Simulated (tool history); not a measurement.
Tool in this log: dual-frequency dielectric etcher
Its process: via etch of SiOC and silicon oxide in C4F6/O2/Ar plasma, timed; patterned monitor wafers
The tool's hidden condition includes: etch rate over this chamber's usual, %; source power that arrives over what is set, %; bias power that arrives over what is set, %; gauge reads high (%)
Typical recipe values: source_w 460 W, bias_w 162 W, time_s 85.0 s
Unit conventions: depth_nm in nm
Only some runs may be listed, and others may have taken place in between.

| run | hour | source_w | bias_w | time_s | wafers since the last listed run | hours since the last wet clean | hours since the last source power generator calibration | hours since the last bias power generator calibration | hours since the last upper electrode change | hours since the gauge calibration | read-back reference wafer on the same gauge, depth_nm | depth_nm |
|---|---|---|---|---|---|---|---|---|---|---|---|---|
| 1 | 0.0 | 460 | 162 | 65.5 | 0 | 466.7 | 2964.9 | 3203.0 | 2690.3 | 504.6 | 96.9 | 70.3 |
| 2 | 67.9 | 460 | 162 | 65.5 | 827 | 534.6 | 3032.8 | 3270.9 | 2758.2 | 572.5 | 96.9 | 70.6 |
|  | 113.5 | wet clean of the chamber |
| 3 | 158.0 | 460 | 162 | 65.5 | 805 | 44.5 | 3122.9 | 3361.0 | 2848.3 | 662.6 | 97.0 | 71.5 |
| 4 | 237.9 | 460 | 147 | 85.0 | 973 | 124.4 | 3202.8 | 3440.9 | 2928.2 | 742.5 | 96.9 | 88.5 |
| 5 | 332.5 | 460 | 147 | 85.0 | 1152 | 219.0 | 3297.4 | 3535.5 | 3022.8 | 837.1 | 96.9 | 88.4 |
| 6 | 405.2 | 460 | 147 | 85.0 | 885 | 291.7 | 3370.1 | 3608.2 | 3095.5 | 909.8 | 96.8 | 87.9 |
| 7 | 482.1 | 460 | 162 | 85.0 | 937 | 368.6 | 3447.0 | 3685.1 | 3172.4 | 986.7 | 96.9 | 91.7 |
| 8 | 542.5 | 460 | 162 | 85.0 | 736 | 429.0 | 3507.4 | 3745.5 | 3232.8 | 1047.1 | 96.9 | 91.4 |
| 9 | 626.0 | 460 | 162 | 85.0 | 1017 | 512.5 | 3590.9 | 3829.0 | 3316.3 | 1130.6 | 96.9 | 91.1 |
|  | 635.9 | gauge calibrated |
| 10 | 693.3 | 460 | 162 | 85.0 | 820 | 579.8 | 3658.2 | 3896.3 | 3383.6 | 57.4 | 96.8 | 91.0 |
|  | 740.0 | wet clean of the chamber |
| 11 | 740.5 | 460 | 162 | 85.0 | 282 | 0.5 | 3705.4 | 3943.5 | 3430.8 | 104.6 | 96.9 | 92.9 |
|  | 788.1 | upper electrode replaced |
| 12 | 788.6 | 460 | 162 | 85.0 | 293 | 48.6 | 3753.5 | 3991.6 | 0.5 | 152.7 | 96.9 | 93.2 |
| 13 | 938.5 | 460 | 162 | 85.0 | 1826 | 198.5 | 3903.4 | 4141.5 | 150.4 | 302.6 | 96.9 | 92.8 |
| 14 | 1002.7 | 460 | 162 | 85.0 | 782 | 262.7 | 3967.6 | 4205.7 | 214.6 | 366.8 | 96.8 | 92.3 |
| 15 | 1071.3 | 460 | 162 | 76.5 | 835 | 331.3 | 4036.2 | 4274.3 | 283.2 | 435.4 | 97.0 | 82.8 |
|  | 1128.4 | bias power generator calibrated |
| 16 | 1167.7 | 560 | 142 | 85.0 | 1126 | 427.7 | 4132.6 | 39.3 | 379.6 | 531.8 | 96.9 | 96.8 |
| 17 | 1224.4 | 460 | 186 | 85.0 | 690 | 484.4 | 4189.3 | 96.0 | 436.3 | 588.5 | 96.9 | 97.3 |
| 18 | 1261.3 | 460 | 147 | 85.0 | 449 | 521.3 | 4226.2 | 132.9 | 473.2 | 625.4 | 96.8 | 87.4 |
|  | 1328.0 | wet clean of the chamber |
| 19 | 1328.5 | 530 | 185 | 71.5 | 526 | 0.5 | 4293.4 | 200.1 | 540.4 | 692.6 | 96.9 | 90.7 |
| 20 | 1385.3 | 460 | 162 | 85.0 | 692 | 57.3 | 4350.2 | 256.9 | 597.2 | 749.4 | 96.9 | 93.4 |
|  | 1411.3 | source power generator calibrated |
| 21 | 1440.7 | 460 | 162 | 85.0 | 626 | 112.7 | 29.4 | 312.3 | 652.6 | 804.8 | 96.9 | 93.0 |
| 22 | 1512.0 | 550 | 123 | 85.0 | 868 | 184.0 | 100.7 | 383.6 | 723.9 | 876.1 | 96.8 | 91.3 |
| 23 | 1599.8 | 460 | 162 | 85.0 | 1069 | 271.8 | 188.5 | 471.4 | 811.7 | 963.9 | 96.8 | 92.3 |
| 24 | 1670.3 | 570 | 162 | 85.0 | 859 | 342.3 | 259.0 | 541.9 | 882.2 | 1034.4 | 96.9 | 104.6 |
|  | 1711.0 | gauge calibrated |
| 25 | 1752.4 | 460 | 162 | 85.0 | 1000 | 424.4 | 341.1 | 624.0 | 964.3 | 41.4 | 96.9 | 92.1 |
| 26 | 1800.8 | 460 | 162 | 65.5 | 589 | 472.8 | 389.5 | 672.4 | 1012.7 | 89.8 | 96.8 | 70.3 |
|  | 1860.5 | wet clean of the chamber |
| 27 | 1861.0 | 460 | 131 | 77.5 | 441 | 0.5 | 449.7 | 732.6 | 1072.9 | 150.0 | 96.9 | 76.9 |

Run 28 is up next; what results do you expect?
| 28 | 1919.0 | 460 | 162 | 70.0 | 706 | 58.5 | 507.7 | 790.6 | 1130.9 | 208.0 | ? | ? |

Run 28 produced read-back reference wafer on the same gauge, depth_nm 96.9, depth_nm 76.8 nm.
Without the tool's hidden state the same run would have given depth_nm 76.9 nm.

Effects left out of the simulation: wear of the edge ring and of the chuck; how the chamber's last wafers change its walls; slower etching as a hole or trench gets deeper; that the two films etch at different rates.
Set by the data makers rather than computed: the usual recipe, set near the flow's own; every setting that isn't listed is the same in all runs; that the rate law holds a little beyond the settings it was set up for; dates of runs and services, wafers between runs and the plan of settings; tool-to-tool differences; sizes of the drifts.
